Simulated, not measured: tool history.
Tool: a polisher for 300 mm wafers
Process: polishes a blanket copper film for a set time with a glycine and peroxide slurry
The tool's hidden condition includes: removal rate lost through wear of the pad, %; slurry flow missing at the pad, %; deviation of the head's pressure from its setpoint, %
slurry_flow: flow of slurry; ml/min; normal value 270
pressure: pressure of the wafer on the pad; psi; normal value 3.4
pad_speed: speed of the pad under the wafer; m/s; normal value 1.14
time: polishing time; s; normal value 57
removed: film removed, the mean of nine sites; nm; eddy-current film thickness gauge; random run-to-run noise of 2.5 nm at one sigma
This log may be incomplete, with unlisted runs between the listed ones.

run	hour	slurry_flow	pressure	pad_speed	time	wafers since the last listed run	wafers polished on this pad	hours since the slurry nozzle was cleaned	hours since the head pressure was calibrated	incoming thickness of the incoming film, nm	removed
1	0	270	3.4	1	57	0	989	180	911	1341.9	313.8
2	15.4	250	3.4	1.14	57	126	1115	195.4	926.4	1368	352.4
3	25.7	250	3.4	1.14	57	84	1200	205.7	936.7	1327.9	345.4
4	32	250	3.4	1.14	57	51	1252	212	943	1364.2	351.1
# hour 38: worn pad replaced by a new one
# hour 40.1: slurry nozzle cleaned
5	44.1	270	3.4	1.14	57	58	41	4	955.1	1327	354.3
6	53.4	270	3.4	1.14	57	76	118	13.3	964.4	1338.2	351.6
7	60.3	270	3.7	1.14	57	56	174	20.2	971.3	1326.7	371.1
8	76.6	270	3.7	1.14	57	133	308	36.5	987.6	1350.1	366.9
9	120.4	270	3.4	1.14	57	359	668	80.3	1031.4	1355.1	350.3
10	129.4	335	3.4	1.14	57	73	742	89.3	1040.4	1352.9	357
11	171.9	335	3.4	1.14	57	349	1091	131.8	1082.9	1344	355.1
12	189.2	335	3.4	1.14	57	142	1233	149.1	1100.2	1360.1	359.8
# hour 197.2: worn pad replaced by a new one
13	201	270	3.4	1.14	57	64	31	160.9	1112	1377.2	351.1
14	218.7	270	3.4	1.14	57	145	176	178.6	1129.7	1331.7	350.9
15	266.3	270	2.9	1.14	57	391	568	226.2	1177.3	1364.9	314.2
16	279.9	270	2.9	1.14	57	111	679	239.8	1190.9	1362.9	315
17	286.5	270	3.4	1.14	57	54	734	246.4	1197.5	1368.2	350
18	296.5	270	3.4	1.14	57	82	816	256.4	1207.5	1368.2	348.9
19	304.7	270	3.4	1.14	57	67	883	264.6	1215.7	1377.7	349.9
# hour 316: slurry nozzle cleaned
20	316.5	270	3.4	1.38	62	88	972	0.5	1227.5	1346.3	451.9
21	328.8	270	3.4	1.28	57	101	1073	12.8	1239.8	1347.4	382
# hour 343.5: worn pad replaced by a new one
22	344.2	270	3.4	1.04	57	93	6	28.2	1255.2	1328.8	323.4
23	353.1	270	2.9	1.14	75	73	79	37.1	1264.1	1348.5	410.5
# hour 376.4: head pressure recalibrated
24	400	270	4.2	1.14	45	368	448	84	23.6	1344.8	349.9
25	409.4	270	4.2	1.14	45	77	525	93.4	33	1325.2	345.7
26	420.8	210	2.2	1.14	71	93	619	104.8	44.4	1356.2	354.4
27	427	345	3.4	1.4	57	50	669	111	50.6	1344	468.7
28	440.3	270	4.2	1.14	45	109	779	124.3	63.9	1336.9	347.5
29	453.8	270	3.8	0.92	57	110	890	137.8	77.4	1348.1	336.3
30	460.8	270	4.2	1.14	45	57	947	144.8	84.4	1345	344.3
31	472.4	180	3.4	1.46	73	95	1043	156.4	96	1326	565.7
32	483.9	320	3.4	1.46	74	94	1137	167.9	107.5	1363.7	622.3

Branching from run 32: 4 alternative next runs. What would each branch give?
A	484.3	270	3.4	1.14	57	3	1140	168.3	107.9	1340	?
B	484.3	270	3.8	1.02	70	3	1140	168.3	107.9	1340	?
C	484.3	270	3.4	0.96	57	3	1140	168.3	107.9	1340	?
D	484.3	330	4.4	0.9	44	3	1140	168.3	107.9	1340	?

run	removed
A	376
B	451.5
C	324.6
D	286.6
Without the tool's unlogged condition, the same runs would have read:
run	removed
A	381.7
B	458.3
C	329.4
D	291
